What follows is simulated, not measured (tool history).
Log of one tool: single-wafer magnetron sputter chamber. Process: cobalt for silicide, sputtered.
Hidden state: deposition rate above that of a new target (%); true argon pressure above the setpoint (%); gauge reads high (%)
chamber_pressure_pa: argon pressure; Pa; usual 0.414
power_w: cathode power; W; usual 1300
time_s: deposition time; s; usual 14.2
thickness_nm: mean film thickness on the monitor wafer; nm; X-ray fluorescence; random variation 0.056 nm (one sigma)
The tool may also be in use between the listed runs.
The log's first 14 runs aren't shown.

run,hour,chamber_pressure_pa,power_w,time_s,wafers since the last listed run,wafers on the sputter target,hours since the last manometer calibration,hours since the magnet pack was replaced,hours since the gauge calibration,"read-back reference wafer on the same gauge, thickness_nm",thickness_nm
15,624.6,0.414,1300,14.2,1500,4278,82.2,10550.8,85.3,9.129,9.842
16,690.0,0.414,1300,14.2,2026,6305,147.6,10616.2,150.7,9.124,9.602
17,723.1,0.414,1600,15.6,1025,7331,180.7,10649.3,183.8,9.112,12.932
18,791.7,0.456,1100,14.2,2126,9457,249.3,10717.9,252.4,9.107,7.797
# hour 804.2: sputter target and shields replaced
19,840.6,0.288,1450,11.5,1267,1129,298.2,10766.8,301.3,9.120,9.350
20,911.8,0.550,1450,11.4,2206,3336,369.4,10838.0,372.5,9.131,8.404
21,946.1,0.414,1300,14.2,1063,4399,403.7,10872.3,406.8,9.112,9.725
22,998.2,0.470,1150,11.5,1614,6014,455.8,10924.4,458.9,9.115,6.853
23,1057.1,0.414,1300,14.2,1825,7839,514.7,10983.3,517.8,9.116,9.612
24,1092.1,0.311,1300,13.1,1084,8924,549.7,11018.3,552.8,9.110,9.042
# hour 1104.7: magnet pack replaced
# hour 1111.0: sputter target and shields replaced
25,1125.6,0.577,1150,12.8,594,451,583.2,20.9,586.3,9.128,7.521
26,1197.1,0.414,1150,15.8,2216,2667,654.7,92.4,657.8,9.120,9.707
27,1262.2,0.340,1300,12.0,2017,4685,719.8,157.5,722.9,9.120,8.470
28,1288.0,0.498,1300,14.2,799,5485,745.6,183.3,748.7,9.130,9.487
29,1355.0,0.414,1000,14.2,2076,7561,812.6,250.3,815.7,9.118,7.352

Forecast run 30:
# hour 1377.6: sputter target and shields replaced
30,1420.5,0.414,1300,14.2,1782,1328,878.1,315.8,881.2,?,?

{"run 30": {"read-back reference wafer on the same gauge, thickness_nm": 9.112, "thickness_nm": 9.97}}
Without the tool's hidden state the same run would have given thickness_nm 9.999 nm.
